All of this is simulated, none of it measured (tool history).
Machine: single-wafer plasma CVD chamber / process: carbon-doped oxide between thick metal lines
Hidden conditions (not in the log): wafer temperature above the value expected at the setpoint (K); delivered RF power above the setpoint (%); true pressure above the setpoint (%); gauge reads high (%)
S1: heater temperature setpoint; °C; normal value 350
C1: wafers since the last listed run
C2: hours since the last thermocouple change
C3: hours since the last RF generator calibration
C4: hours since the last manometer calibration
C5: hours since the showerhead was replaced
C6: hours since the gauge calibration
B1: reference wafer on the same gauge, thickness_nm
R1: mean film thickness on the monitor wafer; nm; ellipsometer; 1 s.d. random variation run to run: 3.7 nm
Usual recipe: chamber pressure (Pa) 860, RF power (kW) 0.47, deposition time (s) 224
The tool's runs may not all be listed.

Run 1, day 0: usual settings; C1 0; C2 313.2; C3 937.5; C4 1699.6; C5 2834; C6 254.4; B1 969.482. Result: R1 1104.357 nm.
Run 2, day 2.279: usual settings; C1 370; C2 367.9; C3 992.2; C4 1754.3; C5 2888.7; C6 309.1; B1 970.071. Result: R1 1101.408 nm.
Run 3, day 3.917: usual settings; C1 266; C2 407.2; C3 1031.5; C4 1793.6; C5 2928; C6 348.4; B1 970.189. Result: R1 1099.731 nm.
Run 4, day 5.088: usual settings; C1 190; C2 435.3; C3 1059.6; C4 1821.7; C5 2956.1; C6 376.5; B1 970.959. Result: R1 1097.068 nm.
Run 5, day 6.092: usual settings; C1 163; C2 459.4; C3 1083.7; C4 1845.8; C5 2980.2; C6 400.6; B1 968.861. Result: R1 1096.49 nm.
Run 6, day 7.338: usual settings; C1 202; C2 489.3; C3 1113.6; C4 1875.7; C5 3010.1; C6 430.5; B1 970.44. Result: R1 1092.263 nm.
Run 7, day 8.833: usual settings; C1 243; C2 525.2; C3 1149.5; C4 1911.6; C5 3046; C6 466.4; B1 970.545. Result: R1 1096.351 nm.
Run 8, day 11.317: usual settings; C1 403; C2 584.8; C3 1209.1; C4 1971.2; C5 3105.6; C6 526; B1 970.684. Result: R1 1099.694 nm.
Run 9, day 14.112: usual settings; C1 454; C2 651.9; C3 1276.2; C4 2038.3; C5 3172.7; C6 593.1; B1 970.286. Result: R1 1095.074 nm.
Run 10, day 17.046: usual settings; C1 477; C2 722.3; C3 1346.6; C4 2108.7; C5 3243.1; C6 663.5; B1 969.339. Result: R1 1097.29 nm.
Run 11, day 19.658: usual settings but RF power (kW) 0.445, deposition time (s) 246; C1 425; C2 785; C3 1409.3; C4 2171.4; C5 3305.8; C6 726.2; B1 971.052. Result: R1 1141.89 nm.
Run 12, day 22.504: usual settings; C1 462; C2 853.3; C3 1477.6; C4 2239.7; C5 3374.1; C6 794.5; B1 971.748. Result: R1 1090.792 nm.
Run 13, day 23.683: usual settings; C1 191; C2 881.6; C3 1505.9; C4 2268; C5 3402.4; C6 822.8; B1 969.98. Result: R1 1091.974 nm.
Run 14, day 25.758: usual settings; C1 337; C2 931.4; C3 1555.7; C4 2317.8; C5 3452.2; C6 872.6; B1 969.602. Result: R1 1083.987 nm.
Run 15, day 28.158: usual settings but chamber pressure (Pa) 1021; C1 390; C2 989; C3 1613.3; C4 2375.4; C5 3509.8; C6 930.2; B1 970.319. Result: R1 1103.143 nm.
Run 16, day 30.254: usual settings but S1 358 °C, chamber pressure (Pa) 992, deposition time (s) 187; C1 340; C2 1039.3; C3 1663.6; C4 2425.7; C5 3560.1; C6 980.5; B1 970.845. Result: R1 898.689 nm.
At day 32.842: showerhead replaced.
Run 17, day 33.246: usual settings but chamber pressure (Pa) 709, RF power (kW) 0.525, deposition time (s) 240; C1 432; C2 1111.1; C3 1735.4; C4 2497.5; C5 9.7; C6 1052.3; B1 970.267. Result: R1 1214.699 nm.
At day 34.862: thermocouple changed; heater temperature recalibrated.
Run 18, day 35.738: usual settings but deposition time (s) 263; C1 351; C2 21; C3 1795.2; C4 2557.3; C5 69.5; C6 1112.1; B1 969.775. Result: R1 1285.853 nm.
Run 19, day 37.875: usual settings but chamber pressure (Pa) 953, RF power (kW) 0.425; C1 347; C2 72.3; C3 1846.5; C4 2608.6; C5 120.8; C6 1163.4; B1 970.488. Result: R1 1015.869 nm.
At day 38.292: capacitance manometer re-zeroed and calibrated.
At day 45.138: RF generator calibrated.
At day 45.742: gauge calibrated.
Run 20, day 46.817: usual settings; C1 1346; C2 286.9; C3 40.3; C4 204.6; C5 335.4; C6 25.8; B1 968.52. Result: R1 1103.418 nm.
Run 21, day 48.246: usual settings but S1 358 °C, chamber pressure (Pa) 675, RF power (kW) 0.54, deposition time (s) 182; C1 232; C2 321.2; C3 74.6; C4 238.9; C5 369.7; C6 60.1; B1 969.441. Result: R1 931.944 nm.
Run 22, day 50.612: usual settings but S1 336 °C, RF power (kW) 0.52, deposition time (s) 199; C1 385; C2 378; C3 131.4; C4 295.7; C5 426.5; C6 116.9; B1 971.733. Result: R1 1104.654 nm.
Run 23, day 52.967: usual settings but S1 343 °C, chamber pressure (Pa) 651, deposition time (s) 184; C1 382; C2 434.5; C3 187.9; C4 352.2; C5 483; C6 173.4; B1 970.021. Result: R1 881.951 nm.
Run 24, day 54.196: usual settings but S1 356 °C, chamber pressure (Pa) 979, RF power (kW) 0.52, deposition time (s) 265; C1 199; C2 464; C3 217.4; C4 381.7; C5 512.5; C6 202.9; B1 969.957. Result: R1 1401.483 nm.
Run 25, day 56.058: usual settings but S1 363 °C, chamber pressure (Pa) 693; C1 302; C2 508.7; C3 262.1; C4 426.4; C5 557.2; C6 247.6; B1 969.911. Result: R1 1025.225 nm.
Run 26, day 58.775: usual settings; C1 441; C2 573.9; C3 327.3; C4 491.6; C5 622.4; C6 312.8; B1 968.554. Result: R1 1101.014 nm.
Run 27, day 60.2: usual settings but S1 341 °C, chamber pressure (Pa) 784, RF power (kW) 0.375; C1 231; C2 608.1; C3 361.5; C4 525.8; C5 656.6; C6 347; B1 970.326. Result: R1 927.424 nm.
Run 28, day 61.342: usual settings but chamber pressure (Pa) 801, RF power (kW) 0.43, deposition time (s) 195; C1 185; C2 635.5; C3 388.9; C4 553.2; C5 684; C6 374.4; B1 970.135. Result: R1 885.251 nm.
Run 29, day 63.321: usual settings but S1 365 °C, deposition time (s) 267; C1 321; C2 683; C3 436.4; C4 600.7; C5 731.5; C6 421.9; B1 969.054. Result: R1 1257.979 nm.

Alternative continuations, all from the tool just after run 29; predict every row:
Run A, day 63.342: usual settings; C1 3; C2 683.5; C3 436.9; C4 601.2; C5 732; C6 422.4; B1 ?. Result: R1 ?.
Run B, day 63.342: usual settings but RF power (kW) 0.52, deposition time (s) 199; C1 3; C2 683.5; C3 436.9; C4 601.2; C5 732; C6 422.4; B1 ?. Result: R1 ?.
Run C, day 63.342: usual settings but S1 346 °C, chamber pressure (Pa) 764, RF power (kW) 0.535, deposition time (s) 212; C1 3; C2 683.5; C3 436.9; C4 601.2; C5 732; C6 422.4; B1 ?. Result: R1 ?.

run       B1        R1
  A  969.186  1102.885
  B  969.186  1050.358
  C  969.186  1134.183
The same runs, with their run-to-run variation unchanged, on a tool lacking any hidden condition would have given:
run        R1
  A   1123.05
  B  1069.434
  C   1155.95

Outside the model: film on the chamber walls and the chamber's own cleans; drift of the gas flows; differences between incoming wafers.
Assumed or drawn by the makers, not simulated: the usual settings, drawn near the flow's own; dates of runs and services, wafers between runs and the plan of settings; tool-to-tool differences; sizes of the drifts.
